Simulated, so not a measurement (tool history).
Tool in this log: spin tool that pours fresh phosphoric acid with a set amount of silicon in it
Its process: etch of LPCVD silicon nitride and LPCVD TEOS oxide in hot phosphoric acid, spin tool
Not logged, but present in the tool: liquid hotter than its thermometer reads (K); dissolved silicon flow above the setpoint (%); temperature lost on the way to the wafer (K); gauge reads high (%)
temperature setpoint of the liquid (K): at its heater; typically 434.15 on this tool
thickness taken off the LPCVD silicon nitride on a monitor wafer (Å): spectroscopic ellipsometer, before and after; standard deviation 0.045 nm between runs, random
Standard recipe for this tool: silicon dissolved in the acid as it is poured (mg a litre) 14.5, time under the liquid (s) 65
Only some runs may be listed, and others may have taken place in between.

| run | day | temperature setpoint of the liquid (K) | silicon dissolved in the acid as it is poured (mg a litre) | time under the liquid (s) | wafers since the last listed run | hours since the thermometer was replaced | hours since the dissolved silicon flow meter was replaced | hours since the heated supply line was repaired | hours since the gauge calibration | read-back film thickness of the LPCVD silicon nitride reference wafer, read on the same gauge (nm) | thickness taken off the LPCVD silicon nitride on a monitor wafer (Å) |
|---|---|---|---|---|---|---|---|---|---|---|---|
| 1 | 0 | 436.15 | 14.5 | 65 | 0 | 841 | 1902.3 | 1437.9 | 27.3 | 59.99 | 67.3 |
| 2 | 1.1 | 436.15 | 14.5 | 65 | 338 | 867.4 | 1928.7 | 1464.3 | 53.7 | 59.99 | 68.6 |
| 3 | 2.421 | 436.15 | 14.5 | 65 | 406 | 899.1 | 1960.4 | 1496 | 85.4 | 59.98 | 67.2 |
| 4 | 3.821 | 435.15 | 14.5 | 65 | 431 | 932.7 | 1994 | 1529.6 | 119 | 59.97 | 66.4 |
| 5 | 4.833 | 435.15 | 14.5 | 65 | 311 | 957 | 2018.3 | 1553.9 | 143.3 | 60 | 65.7 |
|  | 5.433 | thermometer replaced |
| 6 | 5.638 | 434.15 | 14.5 | 80 | 234 | 4.9 | 2037.6 | 1573.2 | 162.6 | 59.98 | 72.4 |
| 7 | 6.592 | 434.15 | 14.5 | 80 | 293 | 27.8 | 2060.5 | 1596.1 | 185.5 | 60 | 73.1 |
| 8 | 7.358 | 434.15 | 14.5 | 65 | 236 | 46.2 | 2078.9 | 1614.5 | 203.9 | 60.01 | 59.5 |
|  | 7.629 | dissolved silicon flow meter replaced |
| 9 | 8.608 | 434.15 | 14.5 | 65 | 372 | 76.2 | 23.5 | 1644.5 | 233.9 | 60.03 | 59.2 |
| 10 | 9.2 | 432.65 | 19.5 | 65 | 182 | 90.4 | 37.7 | 1658.7 | 248.1 | 60.03 | 56.3 |
|  | 11.1 | heated supply line repaired |
| 11 | 12.575 | 435.65 | 14.5 | 65 | 1026 | 171.4 | 118.7 | 35.4 | 329.1 | 60 | 63.7 |
|  | 12.862 | gauge calibrated |
| 12 | 13.608 | 434.15 | 14.5 | 25 | 318 | 196.2 | 143.5 | 60.2 | 17.9 | 60 | 23.2 |
| 13 | 14.617 | 434.15 | 14.5 | 95 | 310 | 220.4 | 167.7 | 84.4 | 42.1 | 60.03 | 88.2 |
| 14 | 16.038 | 434.15 | 3 | 65 | 437 | 254.5 | 201.8 | 118.5 | 76.2 | 60.01 | 60.8 |
| 15 | 16.942 | 434.15 | 25 | 45 | 278 | 276.2 | 223.5 | 140.2 | 97.9 | 60.02 | 42 |
| 16 | 17.683 | 436.15 | 14.5 | 65 | 228 | 294 | 241.3 | 158 | 115.7 | 59.99 | 64.9 |

Predict each of these 4 candidate next runs independently; none follows another, all start after run 16:
| A | 17.7 | 434.15 | 14.5 | 65 | 5 | 294.4 | 241.7 | 158.4 | 116.1 | ? | ? |
| B | 17.7 | 432.15 | 14.5 | 45 | 5 | 294.4 | 241.7 | 158.4 | 116.1 | ? | ? |
| C | 17.7 | 436.15 | 21 | 50 | 5 | 294.4 | 241.7 | 158.4 | 116.1 | ? | ? |
| D | 17.7 | 434.15 | 5.5 | 65 | 5 | 294.4 | 241.7 | 158.4 | 116.1 | ? | ? |

| run | read-back film thickness of the LPCVD silicon nitride reference wafer, read on the same gauge (nm) | thickness taken off the LPCVD silicon nitride on a monitor wafer (Å) |
|---|---|---|
| A | 60.02 | 60.6 |
| B | 60.02 | 39.2 |
| C | 60.02 | 49.8 |
| D | 60.02 | 60.6 |
Without the tool's hidden state the same runs would have given:
| run | thickness taken off the LPCVD silicon nitride on a monitor wafer (Å) |
|---|---|
| A | 59.2 |
| B | 38.3 |
| C | 48.6 |
| D | 59.2 |
